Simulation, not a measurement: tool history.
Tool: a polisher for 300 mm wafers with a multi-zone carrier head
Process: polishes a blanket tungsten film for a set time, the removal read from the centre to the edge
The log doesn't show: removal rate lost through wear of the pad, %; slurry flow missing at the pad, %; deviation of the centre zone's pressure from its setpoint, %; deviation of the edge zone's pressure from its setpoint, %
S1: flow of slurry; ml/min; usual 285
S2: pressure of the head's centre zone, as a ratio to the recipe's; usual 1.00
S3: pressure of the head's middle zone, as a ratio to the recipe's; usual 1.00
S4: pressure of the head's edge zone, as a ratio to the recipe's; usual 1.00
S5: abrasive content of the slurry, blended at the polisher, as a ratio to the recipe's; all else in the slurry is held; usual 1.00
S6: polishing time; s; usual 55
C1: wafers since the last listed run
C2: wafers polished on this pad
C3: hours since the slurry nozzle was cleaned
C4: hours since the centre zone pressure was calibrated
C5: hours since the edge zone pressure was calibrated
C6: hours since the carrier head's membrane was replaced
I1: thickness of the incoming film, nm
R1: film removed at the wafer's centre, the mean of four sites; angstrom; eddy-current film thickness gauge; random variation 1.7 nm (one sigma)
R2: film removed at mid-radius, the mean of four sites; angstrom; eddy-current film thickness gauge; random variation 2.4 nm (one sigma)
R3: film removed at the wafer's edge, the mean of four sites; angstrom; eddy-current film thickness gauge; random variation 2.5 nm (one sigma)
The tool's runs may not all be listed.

run   hour   S1    S2    S3    S4    S5  S6   C1    C2     C3     C4     C5      C6      I1    R1    R2    R3
  1    0.0  285  1.00  1.00  1.03  1.00  55    0  1179   74.3  620.9  244.6  1293.1  1386.8  2041  2068  2075
  2   13.3  285  1.00  1.00  1.03  1.00  55   89  1269   87.6  634.2  257.9  1306.4  1357.4  2044  2081  2099
  3   33.9  310  1.00  1.00  1.00  1.00  55  139  1408  108.2  654.8  278.5  1327.0  1370.7  2072  2075  2113
      38.2  -- worn pad replaced by a new one
  4   46.9  285  1.00  1.00  1.00  1.00  55   60    58  121.2  667.8  291.5  1340.0  1347.5  2011  2070  2040
  5   73.9  355  1.00  1.05  1.00  1.00  55  182   241  148.2  694.8  318.5  1367.0  1365.5  2090  2196  2104
  6   93.3  355  1.00  1.05  1.00  1.00  55  131   372  167.6  714.2  337.9  1386.4  1338.8  2048  2186  2045
  7  119.1  285  1.00  1.00  1.00  1.00  55  174   547  193.4  740.0  363.7  1412.2  1377.1  1996  1974  1984
     128.4  -- slurry nozzle cleaned
  8  146.9  285  1.00  1.00  1.00  1.00  55  181   728   18.5  767.8  391.5  1440.0  1364.6  2061  2059  2093
  9  160.5  285  1.00  1.00  1.00  1.00  55   91   820   32.1  781.4  405.1  1453.6  1363.4  2092  2092  2022
     169.9  -- centre zone pressure recalibrated
 10  209.6  285  1.00  1.00  1.00  1.00  55  318  1138   81.2   39.7  454.2  1502.7  1378.6  2069  2023  2103
     223.1  -- carrier head's membrane replaced by a new one
 11  232.2  370  1.05  1.00  1.00  1.00  50  119  1257  103.8   62.3  476.8     9.1  1357.1  1972  1906  1935
     250.6  -- worn pad replaced by a new one
 12  265.5  360  1.00  0.91  1.00  1.30  55  198   100  137.1   95.6  510.1    42.4  1375.0  2182  2047  2197
 13  278.0  285  0.97  1.05  1.00  1.00  55   84   185  149.6  108.1  522.6    54.9  1345.0  2020  2139  2064
 14  306.8  310  1.00  1.00  1.00  1.00  55  194   380  178.4  136.9  551.4    83.7  1366.9  2019  2042  2077
 15  322.2  285  0.95  1.00  1.11  1.00  55  104   484  193.8  152.3  566.8    99.1  1354.2  1944  2009  2110
     324.9  -- slurry nozzle cleaned
     340.5  -- edge zone pressure recalibrated
 16  346.8  285  1.00  1.00  1.09  1.00  55  146   630   21.9  176.9    6.3   123.7  1360.1  2064  2060  2141
 17  371.7  285  1.00  1.12  1.10  1.00  55  168   798   46.8  201.8   31.2   148.6  1356.4  2044  2263  2151
 18  386.8  190  1.05  1.00  0.93  1.00  55  102   901   61.9  216.9   46.3   163.7  1345.6  1959  1979  1867
 19  400.7  285  1.00  1.10  0.94  1.00  73   94   995   75.8  230.8   60.2   177.6  1364.0  2740  2932  2659
 20  414.8  350  0.96  1.00  1.00  1.00  55   95  1090   89.9  244.9   74.3   191.7  1372.1  2084  2070  2072
 21  437.2  285  1.00  1.00  1.00  1.00  55  151  1241  112.3  267.3   96.7   214.1  1349.5  2048  2012  2086

3 ways to go on from here, each from the tool as it stands after run 21. What would each give?
  A  437.6  285  1.00  1.12  1.00  1.00  55   2  1244  112.7  267.7  97.1  214.5  1368.4   ?   ?   ?
  B  437.6  285  1.00  1.00  1.00  1.25  55   2  1244  112.7  267.7  97.1  214.5  1368.4   ?   ?   ?
  C  437.6  285  0.94  1.00  1.00  1.00  55   2  1244  112.7  267.7  97.1  214.5  1368.4   ?   ?   ?

run    R1    R2    R3
  A  2061  2229  2062
  B  2144  2108  2151
  C  1990  2024  2066
Without the tool's hidden state the same runs would have given:
run    R1    R2    R3
  A  2097  2264  2087
  B  2181  2141  2177
  C  2025  2056  2090
